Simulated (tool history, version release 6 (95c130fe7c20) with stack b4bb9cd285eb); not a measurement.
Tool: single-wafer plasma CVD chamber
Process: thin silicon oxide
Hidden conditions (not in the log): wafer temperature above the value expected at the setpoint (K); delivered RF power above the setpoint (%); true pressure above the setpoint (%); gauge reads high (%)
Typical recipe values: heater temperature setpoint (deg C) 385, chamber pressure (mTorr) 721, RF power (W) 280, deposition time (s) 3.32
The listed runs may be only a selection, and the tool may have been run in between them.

run	day	heater temperature setpoint (deg C)	chamber pressure (mTorr)	RF power (W)	deposition time (s)	wafers since the last listed run	hours since the last thermocouple change	hours since the last RF generator calibration	hours since the last manometer calibration	hours since the showerhead was replaced	hours since the gauge calibration	read-back reference wafer on the same gauge, thickness_nm	mean film thickness on the monitor wafer (Å)
1	0.000	385	721	260	3.32	0	1594.3	1993.2	1055.9	4739.8	400.3	6.053	51.23
2	0.683	385	721	280	3.32	609	1610.7	2009.6	1072.3	4756.2	416.7	6.047	52.62
3	1.183	385	721	280	3.32	446	1622.7	2021.6	1084.3	4768.2	428.7	6.048	52.71
4	1.792	385	721	280	3.32	542	1637.3	2036.2	1098.9	4782.8	443.3	6.054	52.63
5	2.367	381	721	280	3.46	512	1651.1	2050.0	1112.7	4796.6	457.1	6.048	54.82
6	2.867	391	721	280	3.32	446	1663.1	2062.0	1124.7	4808.6	469.1	6.053	52.31
# day 3.217: showerhead replaced, of another model than before
# day 3.492: capacitance manometer re-zeroed and calibrated
# day 3.521: RF generator calibrated
7	3.542	385	607	280	3.32	33	1679.3	0.5	1.2	7.8	485.3	6.049	50.85
8	4.008	385	607	280	3.32	416	1690.5	11.7	12.4	19.0	496.5	6.052	51.02
# day 4.258: gauge calibrated
9	4.467	385	721	280	3.32	408	1701.5	22.7	23.4	30.0	5.0	6.046	54.64
10	4.721	399	721	330	3.32	226	1707.6	28.8	29.5	36.1	11.1	6.048	55.44
11	5.679	385	721	255	3.32	854	1730.6	51.8	52.5	59.1	34.1	6.051	53.67
12	7.308	374	768	250	3.76	1453	1769.7	90.9	91.6	98.2	73.2	6.046	62.27
13	7.871	385	870	280	3.76	501	1783.2	104.4	105.1	111.7	86.7	6.046	66.22
# day 8.771: thermocouple changed; heater temperature recalibrated
14	8.792	392	721	260	3.32	524	0.5	126.5	127.2	133.8	108.8	6.046	53.15
15	9.217	385	627	280	2.77	379	10.7	136.7	137.4	144.0	119.0	6.049	42.67
16	9.608	395	607	300	3.11	349	20.1	146.1	146.8	153.4	128.4	6.049	47.81
17	9.908	385	721	280	2.98	267	27.3	153.3	154.0	160.6	135.6	6.054	48.91
18	10.592	385	721	280	3.32	609	43.7	169.7	170.4	177.0	152.0	6.050	54.66
19	10.862	385	721	225	3.32	241	50.2	176.2	176.9	183.5	158.5	6.055	52.58
20	11.150	385	841	280	3.32	256	57.1	183.1	183.8	190.4	165.4	6.050	57.57
21	11.846	385	875	280	3.32	620	73.8	199.8	200.5	207.1	182.1	6.050	58.40
22	12.438	374	721	280	3.32	527	88.0	214.0	214.7	221.3	196.3	6.050	54.41
23	12.888	374	832	260	3.32	401	98.8	224.8	225.5	232.1	207.1	6.051	57.21
24	13.583	385	721	300	3.58	620	115.5	241.5	242.2	248.8	223.8	6.051	59.36
25	14.300	385	721	280	3.75	639	132.7	258.7	259.4	266.0	241.0	6.048	61.25
26	14.988	385	721	280	2.93	613	149.2	275.2	275.9	282.5	257.5	6.055	48.08
27	15.512	385	721	280	3.75	468	161.8	287.8	288.5	295.1	270.1	6.049	61.15
28	16.146	389	667	305	2.94	564	177.0	303.0	303.7	310.3	285.3	6.050	47.19

For each run, what was the tool's unlogged condition?
wafer temperature above the value expected at the setpoint (K): 0 on each run
delivered RF power above the setpoint (%): 0 on each run
gauge reads high (%): 0 on each run
H1: true pressure above the setpoint (%)
run	H1
1	-4.66
2	-4.83
3	-4.95
4	-5.11
5	-5.25
6	-5.38
7	1.15
8	1.14
9	1.14
10	1.14
11	1.13
12	1.11
13	1.09
14	1.07
15	1.05
16	1.04
17	1.03
18	1.01
19	0.995
20	0.984
21	0.953
22	0.925
23	0.902
24	0.864
25	0.823
26	0.781
27	0.747
28	0.703
